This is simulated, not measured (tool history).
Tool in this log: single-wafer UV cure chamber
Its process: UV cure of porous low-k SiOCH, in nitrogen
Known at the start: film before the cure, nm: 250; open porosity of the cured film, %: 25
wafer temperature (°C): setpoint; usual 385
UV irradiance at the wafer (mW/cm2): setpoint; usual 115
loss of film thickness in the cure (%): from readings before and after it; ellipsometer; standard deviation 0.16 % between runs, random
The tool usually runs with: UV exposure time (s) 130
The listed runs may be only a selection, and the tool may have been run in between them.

run,day,wafer temperature (°C),UV exposure time (s),UV irradiance at the wafer (mW/cm2),loss of film thickness in the cure (%)
1,0.000,385,130,115,12.379
2,1.125,385,130,115,12.203
3,1.733,385,130,115,12.543
4,2.846,393,130,115,12.524
5,3.917,393,130,115,12.330
6,4.742,370,130,115,11.700
# day 6.929: quartz window cleaned
7,8.225,385,130,115,12.648
8,9.658,385,130,115,12.529
9,10.900,385,200,115,14.904
10,12.333,393,130,115,12.311
# day 13.262: UV bulbs replaced
11,13.296,401,110,146,12.434
# day 14.275: quartz window cleaned
12,14.375,385,130,115,12.354
13,15.304,393,130,115,12.594
14,16.175,397,90,115,10.711
15,16.912,404,130,115,12.607
16,17.996,372,130,115,11.945

Consider 3 possible next runs. They are alternatives, not a sequence: every one starts from the tool as it was left by run 16. What does each give?
A,18.017,385,130,89,?
B,18.017,385,195,126,?
C,18.017,370,185,99,?

run,loss of film thickness in the cure (%)
A,10.860
B,14.979
C,12.998
With no hidden state in the tool, these same runs would have given:
run,loss of film thickness in the cure (%)
A,11.379
B,15.537
C,13.535
